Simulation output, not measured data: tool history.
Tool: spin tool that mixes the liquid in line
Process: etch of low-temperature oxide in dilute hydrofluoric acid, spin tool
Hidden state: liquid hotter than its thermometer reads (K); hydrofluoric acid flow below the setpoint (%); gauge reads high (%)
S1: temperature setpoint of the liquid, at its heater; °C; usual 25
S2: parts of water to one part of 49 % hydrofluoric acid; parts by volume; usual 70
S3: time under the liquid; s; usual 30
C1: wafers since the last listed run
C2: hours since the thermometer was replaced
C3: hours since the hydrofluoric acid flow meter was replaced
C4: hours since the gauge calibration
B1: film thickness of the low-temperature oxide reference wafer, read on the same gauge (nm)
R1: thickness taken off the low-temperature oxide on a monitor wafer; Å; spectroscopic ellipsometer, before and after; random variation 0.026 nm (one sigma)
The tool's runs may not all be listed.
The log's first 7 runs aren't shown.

{"run": 8, "hour": 298.7, "S1": 25, "S2": 70, "S3": 30, "C1": 444, "C2": 2446.8, "C3": 44.5, "C4": 1063.6, "B1": 139.98, "R1": 56.2}
{"run": 9, "hour": 365.8, "S1": 25, "S2": 70, "S3": 30, "C1": 807, "C2": 2513.9, "C3": 111.6, "C4": 1130.7, "B1": 140, "R1": 56.5}
{"run": 10, "hour": 436.3, "S1": 25, "S2": 70, "S3": 30, "C1": 848, "C2": 2584.4, "C3": 182.1, "C4": 1201.2, "B1": 139.97, "R1": 56.1}
{"hour": 525.0, "done": "thermometer replaced"}
{"run": 11, "hour": 612.8, "S1": 25, "S2": 70, "S3": 30, "C1": 2113, "C2": 87.8, "C3": 358.6, "C4": 1377.7, "B1": 140.03, "R1": 51.1}
{"run": 12, "hour": 652.2, "S1": 25, "S2": 70, "S3": 30, "C1": 474, "C2": 127.2, "C3": 398, "C4": 1417.1, "B1": 139.98, "R1": 50.8}
{"run": 13, "hour": 708.5, "S1": 25, "S2": 70, "S3": 30, "C1": 677, "C2": 183.5, "C3": 454.3, "C4": 1473.4, "B1": 140, "R1": 51.5}
{"run": 14, "hour": 830.1, "S1": 25, "S2": 70, "S3": 30, "C1": 1464, "C2": 305.1, "C3": 575.9, "C4": 1595, "B1": 139.99, "R1": 51.8}
{"hour": 852.9, "done": "gauge calibrated"}
{"run": 15, "hour": 869.8, "S1": 25, "S2": 70, "S3": 30, "C1": 478, "C2": 344.8, "C3": 615.6, "C4": 16.9, "B1": 140.01, "R1": 51.8}
{"run": 16, "hour": 934.8, "S1": 23, "S2": 70, "S3": 30, "C1": 782, "C2": 409.8, "C3": 680.6, "C4": 81.9, "B1": 140.03, "R1": 47.6}
{"run": 17, "hour": 997.8, "S1": 25, "S2": 55, "S3": 50, "C1": 758, "C2": 472.8, "C3": 743.6, "C4": 144.9, "B1": 140, "R1": 111.9}
{"run": 18, "hour": 1062.1, "S1": 25, "S2": 85, "S3": 40, "C1": 774, "C2": 537.1, "C3": 807.9, "C4": 209.2, "B1": 140, "R1": 55.5}
{"hour": 1064.8, "done": "hydrofluoric acid flow meter replaced"}
{"run": 19, "hour": 1122.1, "S1": 26.5, "S2": 70, "S3": 30, "C1": 710, "C2": 597.1, "C3": 57.3, "C4": 269.2, "B1": 140.01, "R1": 55.5}
{"run": 20, "hour": 1184.2, "S1": 25, "S2": 70, "S3": 30, "C1": 747, "C2": 659.2, "C3": 119.4, "C4": 331.3, "B1": 140, "R1": 52}
{"run": 21, "hour": 1218.8, "S1": 25, "S2": 70, "S3": 30, "C1": 416, "C2": 693.8, "C3": 154, "C4": 365.9, "B1": 140.01, "R1": 51.8}
{"run": 22, "hour": 1248.3, "S1": 23.5, "S2": 90, "S3": 30, "C1": 355, "C2": 723.3, "C3": 183.5, "C4": 395.4, "B1": 139.99, "R1": 37.3}
{"run": 23, "hour": 1308.8, "S1": 25, "S2": 70, "S3": 30, "C1": 728, "C2": 783.8, "C3": 244, "C4": 455.9, "B1": 139.98, "R1": 52.3}
{"run": 24, "hour": 1365.6, "S1": 20.5, "S2": 70, "S3": 30, "C1": 683, "C2": 840.6, "C3": 300.8, "C4": 512.7, "B1": 139.98, "R1": 43.6}
{"run": 25, "hour": 1417.8, "S1": 25, "S2": 70, "S3": 30, "C1": 628, "C2": 892.8, "C3": 353, "C4": 564.9, "B1": 140, "R1": 52.5}
{"run": 26, "hour": 1455.4, "S1": 23, "S2": 50, "S3": 15, "C1": 452, "C2": 930.4, "C3": 390.6, "C4": 602.5, "B1": 139.99, "R1": 34.8}
{"run": 27, "hour": 1525.8, "S1": 25, "S2": 40, "S3": 40, "C1": 847, "C2": 1000.8, "C3": 461, "C4": 672.9, "B1": 140.03, "R1": 128.1}
{"run": 28, "hour": 1583.3, "S1": 25, "S2": 70, "S3": 30, "C1": 692, "C2": 1058.3, "C3": 518.5, "C4": 730.4, "B1": 140.03, "R1": 52.9}
{"run": 29, "hour": 1636.9, "S1": 25, "S2": 70, "S3": 45, "C1": 645, "C2": 1111.9, "C3": 572.1, "C4": 784, "B1": 140, "R1": 80.1}
{"run": 30, "hour": 1662.1, "S1": 25, "S2": 90, "S3": 15, "C1": 303, "C2": 1137.1, "C3": 597.3, "C4": 809.2, "B1": 140, "R1": 20.1}
{"run": 31, "hour": 1704.1, "S1": 25, "S2": 50, "S3": 30, "C1": 505, "C2": 1179.1, "C3": 639.3, "C4": 851.2, "B1": 140, "R1": 77.2}

Forecast each of these 5 alternatives for the next run:
{"run": "A", "hour": 1704.5, "S1": 25, "S2": 100, "S3": 30, "C1": 4, "C2": 1179.5, "C3": 639.7, "C4": 851.6, "B1": "?", "R1": "?"}
{"run": "B", "hour": 1704.5, "S1": 25, "S2": 90, "S3": 50, "C1": 4, "C2": 1179.5, "C3": 639.7, "C4": 851.6, "B1": "?", "R1": "?"}
{"run": "C", "hour": 1704.5, "S1": 28, "S2": 50, "S3": 45, "C1": 4, "C2": 1179.5, "C3": 639.7, "C4": 851.6, "B1": "?", "R1": "?"}
{"run": "D", "hour": 1704.5, "S1": 22.5, "S2": 60, "S3": 15, "C1": 4, "C2": 1179.5, "C3": 639.7, "C4": 851.6, "B1": "?", "R1": "?"}
{"run": "E", "hour": 1704.5, "S1": 25, "S2": 60, "S3": 15, "C1": 4, "C2": 1179.5, "C3": 639.7, "C4": 851.6, "B1": "?", "R1": "?"}

run=A B1=139.98 R1=35.9
run=B B1=139.98 R1=67.4
run=C B1=139.98 R1=129.9
run=D B1=139.98 R1=28.5
run=E B1=139.98 R1=31.6
Without the tool's hidden state the same runs would have given:
run=A R1=34
run=B R1=63.8
run=C R1=123
run=D R1=27
run=E R1=29.9
